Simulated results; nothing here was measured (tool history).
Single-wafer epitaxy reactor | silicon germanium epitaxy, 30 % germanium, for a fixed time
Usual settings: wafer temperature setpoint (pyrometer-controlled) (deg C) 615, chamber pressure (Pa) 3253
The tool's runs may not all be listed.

run,hour,wafer temperature setpoint (pyrometer-controlled) (deg C),chamber pressure (Pa),"read-back reference wafer on the same gauge, thickness_nm",mean film thickness on the monitor wafer (nm)
1,0,615,3253,94.748,83.07
2,24.3,615,3253,94.788,82.877
3,85.5,615,3253,94.824,82.974
4,136.2,615,3253,94.761,81.899
5,176,615,3253,94.84,81.561
6,244.3,612,3253,94.839,76.765
7,289.4,612,3253,94.696,77.293
8,333,612,3253,94.971,76.286
9,400.1,615,3253,94.832,81.378
# hour 462.3: pyrometer calibrated
10,609.6,615,3253,94.943,75.342
11,672.8,615,3253,94.845,74.49
# hour 695.6: gauge calibrated
12,727.5,615,3253,94.709,74.425
13,769.1,615,3253,94.732,74.163
# hour 880.3: showerhead replaced
# hour 886.2: pyrometer calibrated, repeated, since the last time left the tool worse
14,920.7,615,3253,94.72,85.017
15,956.2,609,3560,94.607,76.098
16,1013.9,615,3253,94.824,83.233
17,1074.7,605,3733,94.636,68.863
18,1140.6,611,2600,94.677,72.855
19,1175.9,615,4000,94.801,86.033
20,1232.3,605,2680,94.607,63.813
# hour 1286.2: capacitance manometer re-zeroed and calibrated
21,1286.7,603,3586,94.742,64.906
22,1436.2,608,2733,94.819,67.565
23,1503,615,3253,94.719,79.763
24,1548.1,615,3253,94.814,79.878
25,1582.2,606,2466,94.738,63.938
26,1638.6,604,3720,94.76,65.521
27,1706.5,611,3253,94.734,73.465
28,1765.5,615,2946,94.838,78.569
29,1800.7,606,2546,94.841,63.335
30,1853.2,628,3906,94.775,108.176

Hidden state or all else? Some run-to-run changes of mean film thickness on the monitor wafer (nm), split into what the settings, what came in and random variation would give without the hidden state, and what is left for the hidden state (with any gauge scatter that isn't in both results):
The hidden state here: wafer temperature above the value expected at the setpoint (K); true pressure above the setpoint (%); gauge reads high (%).
Run 9 -> 10: pyrometer calibrated. mean film thickness on the monitor wafer (nm) -6.036: hidden state -6.086, all else +0.05.
Run 13 -> 14: showerhead replaced, pyrometer calibrated, repeated, since the last time left the tool worse. mean film thickness on the monitor wafer (nm) +10.854: hidden state +10.926, all else -0.072.
Run 19 -> 20: wafer temperature setpoint (pyrometer-controlled) (deg C) 615 -> 605, chamber pressure (Pa) 4000 -> 2680. mean film thickness on the monitor wafer (nm) -22.22: hidden state +0.696, all else -22.916.
Run 24 -> 25: wafer temperature setpoint (pyrometer-controlled) (deg C) 615 -> 606, chamber pressure (Pa) 3253 -> 2466. mean film thickness on the monitor wafer (nm) -15.94: hidden state +0.956, all else -16.896.
Run 29 -> 30: wafer temperature setpoint (pyrometer-controlled) (deg C) 606 -> 628, chamber pressure (Pa) 2546 -> 3906. mean film thickness on the monitor wafer (nm) +44.841: hidden state -3.084, all else +47.925.
